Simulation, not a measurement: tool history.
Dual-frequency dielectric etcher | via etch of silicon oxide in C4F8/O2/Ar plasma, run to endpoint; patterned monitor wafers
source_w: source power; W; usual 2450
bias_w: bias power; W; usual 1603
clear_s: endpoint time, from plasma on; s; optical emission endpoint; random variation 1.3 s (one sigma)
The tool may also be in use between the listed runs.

run,day,source_w,bias_w,"incoming incoming film thickness, nm",clear_s
1,0.000,2450,1603,949.0,194.4
# day 6.300: wet clean of the chamber
2,10.046,2450,1603,941.3,189.4
3,13.242,2450,1603,936.1,191.4
4,17.396,2450,1603,940.2,195.2
5,20.700,2590,1742,946.8,190.3
6,22.212,2590,1742,930.8,188.8
# day 23.892: wet clean of the chamber
7,26.096,2590,1742,942.2,186.8
8,28.562,2450,1603,936.8,190.8
9,37.146,2450,1603,937.6,195.7
# day 38.867: source power generator calibrated
# day 39.650: wet clean of the chamber
10,41.038,2450,1760,935.5,185.7
11,43.850,2450,1760,941.0,188.7
12,46.546,2590,1742,945.4,184.6
13,48.467,2280,1285,934.1,199.3
# day 48.862: bias power generator calibrated
# day 56.625: upper electrode replaced
14,56.646,2290,1603,945.9,198.9
15,58.712,2450,1603,933.6,193.9
# day 59.829: wet clean of the chamber
16,60.479,2200,1863,943.1,188.9
17,63.258,2450,1603,948.2,194.4
18,68.783,2170,1735,938.2,197.7
19,70.812,2030,1804,954.1,200.6
20,74.738,3000,1228,937.8,199.6
# day 78.825: wet clean of the chamber
21,78.846,2450,1603,936.1,187.9
22,81.779,2670,1350,944.3,191.0
23,84.996,2280,1285,941.8,205.6

4 ways to go on from here, each from the tool as it stands after run 23. What would each give?
A,85.017,2980,1603,946.2,?
B,85.017,2840,1757,946.2,?
C,85.017,2180,1603,946.2,?
D,85.017,2890,1603,946.2,?

run,clear_s
A,183.7
B,183.0
C,196.8
D,185.0
Without the tool's hidden state the same runs would have given:
run,clear_s
A,180.0
B,179.3
C,192.9
D,181.3
